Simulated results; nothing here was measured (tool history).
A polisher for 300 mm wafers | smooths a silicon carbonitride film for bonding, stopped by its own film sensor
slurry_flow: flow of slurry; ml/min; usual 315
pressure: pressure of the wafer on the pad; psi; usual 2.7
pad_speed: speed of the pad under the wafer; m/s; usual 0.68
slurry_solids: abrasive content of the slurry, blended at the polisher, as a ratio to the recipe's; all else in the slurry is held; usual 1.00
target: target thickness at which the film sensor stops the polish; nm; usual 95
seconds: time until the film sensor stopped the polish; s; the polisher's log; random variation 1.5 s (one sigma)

run     day  slurry_flow  pressure  pad_speed  slurry_solids  target  wafers since the last listed run  wafers polished on this pad  hours since the slurry nozzle was cleaned  hours since the head pressure was calibrated  hours since the slurry blender was calibrated  incoming thickness of the incoming film, nm  seconds
  1   0.000          315       2.7       0.68           1.00      95                                 0                         2749                                      183.0                                         422.8                                          110.6                                        120.4     95.2
  2   1.104          315       2.7       0.68           1.00      95                               281                         3031                                      209.5                                         449.3                                          137.1                                        120.8     99.9
  3   2.408          315       2.7       0.68           1.00      95                               333                         3364                                      240.8                                         480.6                                          168.4                                        118.9     90.7
  4   3.992          255       2.7       0.68           1.00      95                               404                         3768                                      278.8                                         518.6                                          206.4                                        121.7    107.4
      5.375  -- worn pad replaced by a new one
  5   6.362          255       2.7       0.68           1.00      95                               562                          252                                      335.7                                         575.5                                          263.3                                        120.5    103.2
  6   8.017          315       3.1       0.68           1.00      95                               422                          675                                      375.4                                         615.2                                          303.0                                        119.4     88.4
     10.342  -- slurry blender recalibrated
     10.354  -- slurry nozzle cleaned
  7  10.700          315       3.1       0.68           1.00      95                               661                         1336                                        8.3                                         679.6                                            8.6                                        121.3     85.3
  8  13.571          315       3.0       0.68           1.00      95                               733                         2069                                       77.2                                         748.5                                           77.5                                        120.8     85.4
     14.271  -- head pressure recalibrated
  9  16.004          315       3.0       0.68           1.00      95                               600                         2669                                      135.6                                          41.6                                          135.9                                        120.2     85.8
 10  17.804          315       2.7       0.68           1.00      95                               459                         3128                                      178.8                                          84.8                                          179.1                                        120.2     99.1
 11  19.588          245       2.7       0.56           1.00      95                               455                         3584                                      221.6                                         127.6                                          221.9                                        119.8    117.4
 12  20.929          315       2.7       0.68           1.00      91                               342                         3926                                      253.8                                         159.8                                          254.1                                        119.5    113.2
     22.175  -- worn pad replaced by a new one
 13  22.367          315       3.0       0.68           0.80      95                               324                           49                                      288.3                                         194.3                                          288.6                                        119.7    110.6
 14  23.525          315       2.7       0.68           1.00      89                               295                          344                                      316.1                                         222.1                                          316.4                                        122.3    135.6
 15  25.612          275       2.7       0.74           1.00      95                               533                          877                                      366.2                                         272.2                                          366.5                                        120.0     98.0
     26.167  -- slurry blender recalibrated
 16  27.304          315       1.9       0.60           0.75      95                               410                         1288                                      406.8                                         312.8                                           27.3                                        122.4    171.8
 17  28.512          315       2.7       0.68           1.00      95                               308                         1597                                      435.8                                         341.8                                           56.3                                        120.2     91.9
 18  29.708          315       1.9       0.68           1.00      95                               305                         1902                                      464.5                                         370.5                                           85.0                                        119.6    117.0
     30.133  -- slurry nozzle cleaned
 19  31.462          260       2.7       0.90           1.10      87                               437                         2339                                       31.9                                         412.6                                          127.1                                        119.4     93.1
 20  35.796          315       2.7       0.68           1.15      95                              1106                         3446                                      135.9                                         516.6                                          231.1                                        119.5     90.0
     36.746  -- worn pad replaced by a new one
 21  37.912          315       2.7       0.68           1.00      95                               497                          298                                      186.7                                         567.4                                          281.9                                        119.7    102.6
 22  39.508          315       2.7       0.76           0.80      95                               407                          705                                      225.0                                         605.7                                          320.2                                        119.3    109.5
     40.358  -- slurry blender recalibrated
 23  41.167          315       1.9       0.46           1.15      95                               402                         1108                                      264.8                                         645.5                                           19.4                                        120.1    151.4
 24  42.600          215       3.0       0.68           1.20      95                               366                         1474                                      299.2                                         679.9                                           53.8                                        118.8     72.9
 25  44.858          315       2.7       0.68           0.90      95                               576                         2050                                      353.4                                         734.1                                          108.0                                        119.2     96.3
 26  47.492          315       2.7       0.68           1.00      95                               672                         2723                                      416.6                                         797.3                                          171.2                                        118.3     87.8
     48.512  -- head pressure recalibrated
 27  48.858          235       2.7       0.68           1.25      95                               327                         3050                                      449.4                                           8.3                                          204.0                                        120.1     88.6
 28  49.867          280       3.5       0.68           1.00     103                               257                         3308                                      473.6                                          32.5                                          228.2                                        119.8     54.8
     50.571  -- worn pad replaced by a new one
     52.329  -- slurry nozzle cleaned
 29  53.183          380       2.7       0.68           1.00     102                               793                          656                                       20.5                                         112.1                                          307.8                                        118.3     64.1

Forecast each of these 5 alternatives for the next run:
  A  53.204          315       2.7       0.68           1.10      95                                 5                          661                                       21.0                                         112.6                                          308.3                                        120.0        ?
  B  53.204          315       2.7       0.80           0.70     102                                 5                          661                                       21.0                                         112.6                                          308.3                                        120.0        ?
  C  53.204          315       2.1       0.68           1.00     103                                 5                          661                                       21.0                                         112.6                                          308.3                                        120.0        ?
  D  53.204          315       2.7       0.62           0.75      86                                 5                          661                                       21.0                                         112.6                                          308.3                                        120.0        ?
  E  53.204          315       2.0       0.60           1.00      95                                 5                          661                                       21.0                                         112.6                                          308.3                                        120.0        ?

run  seconds
  A     99.3
  B     86.3
  C     87.2
  D    189.0
  E    147.2
Without the tool's hidden state the same runs would have given:
run  seconds
  A     88.2
  B     73.9
  C     76.9
  D    162.8
  E    129.7

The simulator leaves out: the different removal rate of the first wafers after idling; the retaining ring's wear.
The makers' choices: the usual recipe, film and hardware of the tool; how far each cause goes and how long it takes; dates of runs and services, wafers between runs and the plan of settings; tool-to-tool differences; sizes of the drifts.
